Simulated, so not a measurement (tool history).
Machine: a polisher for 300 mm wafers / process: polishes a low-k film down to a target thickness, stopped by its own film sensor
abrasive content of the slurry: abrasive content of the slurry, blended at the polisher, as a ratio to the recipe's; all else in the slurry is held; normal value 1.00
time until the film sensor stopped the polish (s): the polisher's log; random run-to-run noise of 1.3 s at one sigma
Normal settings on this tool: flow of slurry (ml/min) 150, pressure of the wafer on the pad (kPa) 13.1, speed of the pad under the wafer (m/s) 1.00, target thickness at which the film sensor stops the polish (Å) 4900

run     day  flow of slurry (ml/min)  pressure of the wafer on the pad (kPa)  speed of the pad under the wafer (m/s)  abrasive content of the slurry  target thickness at which the film sensor stops the polish (Å)  incoming thickness of the incoming film, nm  time until the film sensor stopped the polish (s)
  1   0.000                      150                                    13.1                                    1.00                            1.00                                                            4900                                        550.1                                              142.0
      2.808  -- slurry nozzle cleaned
  2   4.375                      150                                    13.1                                    1.00                            1.00                                                            4900                                        542.3                                              128.5
  3   6.204                      150                                    13.1                                    1.00                            1.00                                                            4900                                        550.4                                              152.9
      8.142  -- slurry blender recalibrated
  4   8.912                      150                                    17.2                                    1.00                            1.00                                                            4900                                        545.6                                              103.1
      9.625  -- conditioning disc replaced and pad reconditioned
  5  11.492                      150                                    13.1                                    1.00                            1.00                                                            4900                                        549.2                                              140.7
  6  13.908                      150                                    13.1                                    1.00                            1.00                                                            4900                                        559.7                                              171.2
     14.925  -- worn pad replaced by a new one
  7  18.133                      150                                    13.1                                    1.00                            1.00                                                            4900                                        546.2                                              131.1
     21.654  -- head pressure recalibrated
  8  22.425                      130                                    15.2                                    1.00                            1.00                                                            4900                                        553.3                                              136.6
  9  26.512                      150                                    13.1                                    0.72                            1.00                                                            4900                                        554.6                                              193.2
     27.329  -- conditioning disc replaced and pad reconditioned
     30.562  -- slurry blender recalibrated
 10  30.917                      150                                    13.1                                    0.72                            1.00                                                            4900                                        554.5                                              186.9
 11  32.438                      150                                    13.1                                    1.00                            0.95                                                            4850                                        541.5                                              139.9
     34.112  -- worn pad replaced by a new one
     34.608  -- slurry nozzle cleaned
 12  45.617                      185                                    13.1                                    1.00                            1.00                                                            4900                                        545.6                                              133.3
     46.667  -- conditioning disc replaced and pad reconditioned
     48.954  -- head pressure recalibrated
 13  49.421                      150                                    13.1                                    1.00                            1.00                                                            4990                                        550.1                                              133.5
     51.633  -- slurry blender recalibrated
     52.504  -- worn pad replaced by a new one
 14  52.562                      170                                    13.1                                    1.30                            1.00                                                            4900                                        547.3                                              110.7
 15  54.275                      150                                    13.1                                    1.00                            0.95                                                            4850                                        553.8                                              162.0
 16  59.742                      150                                    13.1                                    1.00                            1.00                                                            4900                                        547.3                                              133.3
 17  61.433                      150                                    13.1                                    1.00                            1.00                                                            5040                                        546.0                                               99.3
 18  65.675                      165                                    13.1                                    1.32                            1.00                                                            4980                                        554.1                                              114.2
     67.075  -- conditioning disc replaced and pad reconditioned
 19  69.238                      150                                    13.1                                    1.00                            1.00                                                            4900                                        550.1                                              152.8
     69.633  -- slurry blender recalibrated
     71.029  -- worn pad replaced by a new one
     71.412  -- head pressure recalibrated
     72.546  -- slurry nozzle cleaned
 20  73.092                      110                                    13.1                                    0.68                            1.20                                                            4900                                        554.9                                              179.1
 21  75.996                      120                                    15.9                                    1.00                            1.00                                                            4780                                        552.5                                              152.6
 22  77.975                      130                                    13.1                                    1.00                            1.00                                                            4900                                        555.9                                              159.8
 23  80.250                      150                                    13.1                                    1.00                            1.00                                                            4900                                        556.0                                              154.6
 24  84.546                      150                                    13.1                                    1.00                            1.00                                                            4900                                        560.9                                              177.4
     87.179  -- slurry blender recalibrated
     88.746  -- conditioning disc replaced and pad reconditioned
 25  88.817                      150                                    13.1                                    1.00                            1.15                                                            4770                                        554.5                                              173.4
 26  90.438                      150                                    13.1                                    1.00                            1.00                                                            4700                                        553.8                                              207.6

Branching from run 26: 3 alternative next runs. What would each branch give?
  A  90.458                      150                                    13.1                                    0.88                            1.00                                                            4900                                        541.3                                                  ?
  B  90.458                      150                                    17.9                                    1.36                            0.80                                                            5080                                        541.3                                                  ?
  C  90.458                      150                                    13.1                                    1.26                            1.20                                                            4760                                        541.3                                                  ?

run  time until the film sensor stopped the polish (s)
  A                                              134.9
  B                                               58.4
  C                                              125.0
Had the tool no hidden state, the same runs would have come out as:
run  time until the film sensor stopped the polish (s)
  A                                              125.4
  B                                               54.2
  C                                              116.3

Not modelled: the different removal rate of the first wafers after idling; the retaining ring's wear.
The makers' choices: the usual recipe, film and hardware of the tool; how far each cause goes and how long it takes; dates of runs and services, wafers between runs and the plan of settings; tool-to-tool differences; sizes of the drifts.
